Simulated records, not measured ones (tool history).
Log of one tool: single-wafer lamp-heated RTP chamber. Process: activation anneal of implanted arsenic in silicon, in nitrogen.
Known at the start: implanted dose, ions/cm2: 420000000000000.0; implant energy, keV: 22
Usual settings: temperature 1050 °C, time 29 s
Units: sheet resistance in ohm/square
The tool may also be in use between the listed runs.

run	hour	temperature	time	wafers since the last listed run	wafers since the last pyrometer calibration	wafers since the reflector plate was cleaned	hours since the gauge calibration	read-back reference wafer on the same gauge, sheet resistance	sheet resistance
1	0.0	1050	38	0	2831	10	746.4	245.02	219.44
2	12.6	1050	29	271	3102	281	759.0	245.04	221.09
# hour 102.0: pyrometer window cleaned and pyrometer calibrated
3	102.5	1050	29	1762	11	2044	848.9	244.91	223.04
4	108.5	1050	29	129	140	2173	854.9	245.08	222.74
5	121.5	1072	40	279	420	2452	867.9	244.96	215.34
6	138.8	1072	40	372	792	2825	885.2	245.06	214.81
7	165.4	1073	29	572	1365	3397	911.8	244.99	218.06
# hour 179.0: gauge calibrated
8	197.6	1073	29	692	2058	4090	18.6	244.97	217.01
9	257.4	1050	29	1286	3345	5377	78.4	244.93	220.39
10	279.9	1050	29	484	3829	5861	100.9	245.07	220.55
11	311.1	1050	29	671	4500	6533	132.1	244.92	220.17
12	332.6	1050	29	462	4963	6996	153.6	244.94	219.82
13	359.9	1050	29	587	5551	7583	180.9	244.98	219.30
# hour 383.9: pyrometer window cleaned and pyrometer calibrated
# hour 384.0: reflector plate cleaned
14	395.6	1050	29	592	249	249	216.6	244.91	222.52
15	408.5	1025	44	277	526	526	229.5	245.05	223.03
16	438.2	1027	38	639	1165	1165	259.2	245.03	224.15
17	471.2	1036	13	710	1876	1876	292.2	245.00	230.22
18	503.2	1066	14	688	2564	2564	324.2	244.96	224.25
19	528.2	1050	29	538	3102	3102	349.2	245.01	220.82
20	551.0	1075	40	490	3593	3593	372.0	245.01	212.15
21	570.5	1032	24	419	4013	4013	391.5	244.96	224.93
22	584.0	1069	29	290	4303	4303	405.0	244.98	215.78
23	613.2	1050	29	628	4932	4932	434.2	244.92	220.09
24	631.4	1050	29	391	5323	5323	452.4	244.98	218.78
# hour 650.8: pyrometer window cleaned and pyrometer calibrated
25	655.5	1050	19	346	100	5670	476.5	245.01	225.36
26	678.1	1050	29	486	586	6156	499.1	244.96	221.15
27	699.4	1076	17	458	1044	6615	520.4	244.95	220.91
28	732.8	1039	42	718	1763	7333	553.8	245.04	220.06
29	746.3	1050	15	290	2054	7624	567.3	244.97	225.45
30	796.4	1050	29	1078	3132	8702	617.4	245.01	219.34
# hour 805.2: reflector plate cleaned
31	814.5	1075	17	217	3349	200	635.5	245.03	220.76
32	827.5	1063	43	279	3629	480	648.5	245.01	214.57
33	862.5	1050	29	753	4382	1233	683.5	244.99	221.19
34	896.2	1050	13	725	5108	1958	717.2	244.95	226.81
# hour 932.1: pyrometer window cleaned and pyrometer calibrated
35	932.6	1069	19	611	11	2569	753.6	245.01	222.48
36	947.6	1036	43	322	334	2892	768.6	245.06	221.86

4 ways to go on from here, each from the tool as it stands after run 36. What would each give?
A	948.0	1050	36	8	343	2901	769.0	?	?
B	948.0	1026	21	8	343	2901	769.0	?	?
C	948.0	1038	34	8	343	2901	769.0	?	?
D	948.0	1077	46	8	343	2901	769.0	?	?

run	read-back reference wafer on the same gauge, sheet resistance	sheet resistance
A	245.07	220.23
B	245.07	228.16
C	245.07	222.99
D	245.07	212.06
Without the tool's hidden state the same runs would have given:
run	sheet resistance
A	220.74
B	228.51
C	223.45
D	212.65

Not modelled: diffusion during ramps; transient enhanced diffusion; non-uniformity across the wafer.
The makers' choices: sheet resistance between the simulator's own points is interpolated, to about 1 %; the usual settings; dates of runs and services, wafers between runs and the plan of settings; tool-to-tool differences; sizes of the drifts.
